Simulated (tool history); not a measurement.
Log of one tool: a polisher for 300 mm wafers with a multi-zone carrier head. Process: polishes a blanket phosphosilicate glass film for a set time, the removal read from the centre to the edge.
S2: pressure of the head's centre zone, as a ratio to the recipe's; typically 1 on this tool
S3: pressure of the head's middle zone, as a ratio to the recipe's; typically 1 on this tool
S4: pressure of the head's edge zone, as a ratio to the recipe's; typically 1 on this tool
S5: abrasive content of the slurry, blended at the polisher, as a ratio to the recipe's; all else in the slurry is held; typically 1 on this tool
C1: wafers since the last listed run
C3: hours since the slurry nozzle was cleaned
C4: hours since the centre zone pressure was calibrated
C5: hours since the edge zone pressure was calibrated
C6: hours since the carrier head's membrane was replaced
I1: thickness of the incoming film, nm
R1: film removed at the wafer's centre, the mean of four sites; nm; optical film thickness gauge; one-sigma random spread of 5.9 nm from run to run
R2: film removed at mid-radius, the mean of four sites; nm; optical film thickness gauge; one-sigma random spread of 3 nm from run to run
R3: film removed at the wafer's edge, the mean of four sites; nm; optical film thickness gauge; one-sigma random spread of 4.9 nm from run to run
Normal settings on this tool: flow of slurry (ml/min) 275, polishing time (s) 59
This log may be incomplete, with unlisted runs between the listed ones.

{"run": 1, "day": 0.0, "flow of slurry (ml/min)": 275, "S2": 1, "S3": 1, "S4": 1.03, "S5": 1, "polishing time (s)": 44, "C1": 0, "wafers polished on this pad": 238, "C3": 243.4, "C4": 669.9, "C5": 786.2, "C6": 381.7, "I1": 2621.6, "R1": 354.2, "R2": 328.5, "R3": 326.8}
{"run": 2, "day": 3.488, "flow of slurry (ml/min)": 275, "S2": 1, "S3": 1, "S4": 1.03, "S5": 1, "polishing time (s)": 44, "C1": 1227, "wafers polished on this pad": 1465, "C3": 327.1, "C4": 753.6, "C5": 869.9, "C6": 465.4, "I1": 2630.5, "R1": 350, "R2": 330.5, "R3": 331.5}
{"run": 3, "day": 5.483, "flow of slurry (ml/min)": 275, "S2": 0.92, "S3": 1, "S4": 1, "S5": 1, "polishing time (s)": 59, "C1": 702, "wafers polished on this pad": 2167, "C3": 375, "C4": 801.5, "C5": 917.8, "C6": 513.3, "I1": 2675.8, "R1": 453.3, "R2": 449.7, "R3": 443.4}
{"day": 6.646, "done": "carrier head's membrane replaced by a new one"}
{"run": 4, "day": 9.542, "flow of slurry (ml/min)": 275, "S2": 1, "S3": 1, "S4": 1, "S5": 1, "polishing time (s)": 59, "C1": 1354, "wafers polished on this pad": 3522, "C3": 472.4, "C4": 898.9, "C5": 1015.2, "C6": 69.5, "I1": 2640.3, "R1": 483.5, "R2": 445.1, "R3": 444.9}
{"day": 12.404, "done": "slurry nozzle cleaned"}
{"run": 5, "day": 13.129, "flow of slurry (ml/min)": 275, "S2": 1, "S3": 1, "S4": 1, "S5": 1, "polishing time (s)": 59, "C1": 1247, "wafers polished on this pad": 4770, "C3": 17.4, "C4": 985, "C5": 1101.3, "C6": 155.6, "I1": 2634.8, "R1": 479.5, "R2": 444.5, "R3": 437.7}
{"run": 6, "day": 14.667, "flow of slurry (ml/min)": 215, "S2": 1, "S3": 1.11, "S4": 1.06, "S5": 0.7, "polishing time (s)": 59, "C1": 541, "wafers polished on this pad": 5311, "C3": 54.3, "C4": 1021.9, "C5": 1138.2, "C6": 192.5, "I1": 2626.6, "R1": 436.9, "R2": 440.3, "R3": 402.1}
{"day": 17.417, "done": "centre zone pressure recalibrated"}
{"day": 17.538, "done": "worn pad replaced by a new one"}
{"run": 7, "day": 17.558, "flow of slurry (ml/min)": 195, "S2": 0.95, "S3": 1, "S4": 1, "S5": 1, "polishing time (s)": 72, "C1": 946, "wafers polished on this pad": 8, "C3": 123.7, "C4": 3.4, "C5": 1207.6, "C6": 261.9, "I1": 2625, "R1": 478.7, "R2": 518.5, "R3": 524.4}
{"day": 18.2, "done": "edge zone pressure recalibrated"}
{"run": 8, "day": 21.658, "flow of slurry (ml/min)": 275, "S2": 1.07, "S3": 1, "S4": 1, "S5": 1, "polishing time (s)": 59, "C1": 1413, "wafers polished on this pad": 1421, "C3": 222.1, "C4": 101.8, "C5": 83, "C6": 360.3, "I1": 2629.4, "R1": 466.5, "R2": 445.1, "R3": 453}
{"run": 9, "day": 24.104, "flow of slurry (ml/min)": 370, "S2": 1, "S3": 1.12, "S4": 1.06, "S5": 1, "polishing time (s)": 59, "C1": 860, "wafers polished on this pad": 2282, "C3": 280.8, "C4": 160.5, "C5": 141.7, "C6": 419, "I1": 2681.6, "R1": 459.8, "R2": 500, "R3": 458.5}
{"run": 10, "day": 27.088, "flow of slurry (ml/min)": 275, "S2": 1, "S3": 1, "S4": 1, "S5": 1, "polishing time (s)": 59, "C1": 1049, "wafers polished on this pad": 3332, "C3": 352.4, "C4": 232.1, "C5": 213.3, "C6": 490.6, "I1": 2642.8, "R1": 448, "R2": 442.7, "R3": 435.8}
{"run": 11, "day": 30.467, "flow of slurry (ml/min)": 275, "S2": 1, "S3": 1, "S4": 1, "S5": 1, "polishing time (s)": 59, "C1": 1189, "wafers polished on this pad": 4521, "C3": 433.5, "C4": 313.2, "C5": 294.4, "C6": 571.7, "I1": 2584.8, "R1": 450.7, "R2": 449.8, "R3": 436.7}
{"run": 12, "day": 32.025, "flow of slurry (ml/min)": 305, "S2": 1.05, "S3": 1, "S4": 1, "S5": 0.8, "polishing time (s)": 78, "C1": 548, "wafers polished on this pad": 5069, "C3": 470.9, "C4": 350.6, "C5": 331.8, "C6": 609.1, "I1": 2621.7, "R1": 589.7, "R2": 561.5, "R3": 563}
{"day": 33.029, "done": "slurry nozzle cleaned"}
{"day": 33.733, "done": "carrier head's membrane replaced by a new one"}
{"run": 13, "day": 35.792, "flow of slurry (ml/min)": 315, "S2": 1, "S3": 1, "S4": 1, "S5": 0.85, "polishing time (s)": 59, "C1": 1237, "wafers polished on this pad": 6307, "C3": 66.3, "C4": 441, "C5": 422.2, "C6": 49.4, "I1": 2647.9, "R1": 442, "R2": 430.8, "R3": 427.2}
{"day": 37.917, "done": "worn pad replaced by a new one"}
{"run": 14, "day": 40.225, "flow of slurry (ml/min)": 275, "S2": 1, "S3": 1, "S4": 0.89, "S5": 1.15, "polishing time (s)": 41, "C1": 1501, "wafers polished on this pad": 812, "C3": 172.7, "C4": 547.4, "C5": 528.6, "C6": 155.8, "I1": 2641.6, "R1": 325.3, "R2": 320.4, "R3": 302.6}
{"run": 15, "day": 43.162, "flow of slurry (ml/min)": 275, "S2": 1, "S3": 1, "S4": 1, "S5": 0.7, "polishing time (s)": 51, "C1": 1033, "wafers polished on this pad": 1846, "C3": 243.2, "C4": 617.9, "C5": 599.1, "C6": 226.3, "I1": 2647.6, "R1": 360.6, "R2": 356, "R3": 344.3}
{"run": 16, "day": 47.596, "flow of slurry (ml/min)": 275, "S2": 1, "S3": 1, "S4": 1, "S5": 0.7, "polishing time (s)": 51, "C1": 1560, "wafers polished on this pad": 3406, "C3": 349.6, "C4": 724.3, "C5": 705.5, "C6": 332.7, "I1": 2611.2, "R1": 373.4, "R2": 354.9, "R3": 354.6}
{"run": 17, "day": 50.338, "flow of slurry (ml/min)": 275, "S2": 1, "S3": 1, "S4": 1, "S5": 1, "polishing time (s)": 59, "C1": 964, "wafers polished on this pad": 4371, "C3": 415.4, "C4": 790.1, "C5": 771.3, "C6": 398.5, "I1": 2601.2, "R1": 464.8, "R2": 444.6, "R3": 443}
{"day": 52.988, "done": "slurry nozzle cleaned"}
{"run": 18, "day": 53.879, "flow of slurry (ml/min)": 365, "S2": 1, "S3": 1, "S4": 1.09, "S5": 0.7, "polishing time (s)": 59, "C1": 1231, "wafers polished on this pad": 5602, "C3": 21.4, "C4": 875.1, "C5": 856.3, "C6": 483.5, "I1": 2652.2, "R1": 448.7, "R2": 421.2, "R3": 427.1}
{"day": 54.867, "done": "carrier head's membrane replaced by a new one"}
{"run": 19, "day": 57.854, "flow of slurry (ml/min)": 275, "S2": 0.88, "S3": 1, "S4": 1, "S5": 1, "polishing time (s)": 59, "C1": 1325, "wafers polished on this pad": 6928, "C3": 116.8, "C4": 970.5, "C5": 951.7, "C6": 71.7, "I1": 2636.2, "R1": 408.6, "R2": 443.5, "R3": 446.5}
{"day": 58.988, "done": "worn pad replaced by a new one"}
{"run": 20, "day": 69.871, "flow of slurry (ml/min)": 275, "S2": 1.08, "S3": 0.96, "S4": 1, "S5": 1, "polishing time (s)": 59, "C1": 4170, "wafers polished on this pad": 3830, "C3": 405.2, "C4": 1258.9, "C5": 1240.1, "C6": 360.1, "I1": 2660.6, "R1": 525.7, "R2": 431.4, "R3": 436}
{"day": 71.862, "done": "centre zone pressure recalibrated"}
{"day": 72.508, "done": "slurry nozzle cleaned"}
{"run": 21, "day": 72.579, "flow of slurry (ml/min)": 250, "S2": 1, "S3": 1.07, "S4": 1, "S5": 1, "polishing time (s)": 59, "C1": 909, "wafers polished on this pad": 4739, "C3": 1.7, "C4": 17.2, "C5": 1305.1, "C6": 425.1, "I1": 2628.7, "R1": 445.1, "R2": 470.2, "R3": 437.1}

Exercise: give the hidden state of the tool at every run:
removal rate lost through wear of the pad, %: 0 in every run
slurry flow missing at the pad, %: 0 in every run
deviation of the edge zone's pressure from its setpoint, %: 0 in every run
H1: deviation of the centre zone's pressure from its setpoint, %
run=1 H1=5.93
run=2 H1=6.59
run=3 H1=6.97
run=4 H1=7.75
run=5 H1=8.43
run=6 H1=8.72
run=7 H1=-1.96
run=8 H1=-1.18
run=9 H1=-0.716
run=10 H1=-0.148
run=11 H1=0.495
run=12 H1=0.791
run=13 H1=1.51
run=14 H1=2.35
run=15 H1=2.91
run=16 H1=3.75
run=17 H1=4.27
run=18 H1=4.95
run=19 H1=5.7
run=20 H1=7.99
run=21 H1=0.926

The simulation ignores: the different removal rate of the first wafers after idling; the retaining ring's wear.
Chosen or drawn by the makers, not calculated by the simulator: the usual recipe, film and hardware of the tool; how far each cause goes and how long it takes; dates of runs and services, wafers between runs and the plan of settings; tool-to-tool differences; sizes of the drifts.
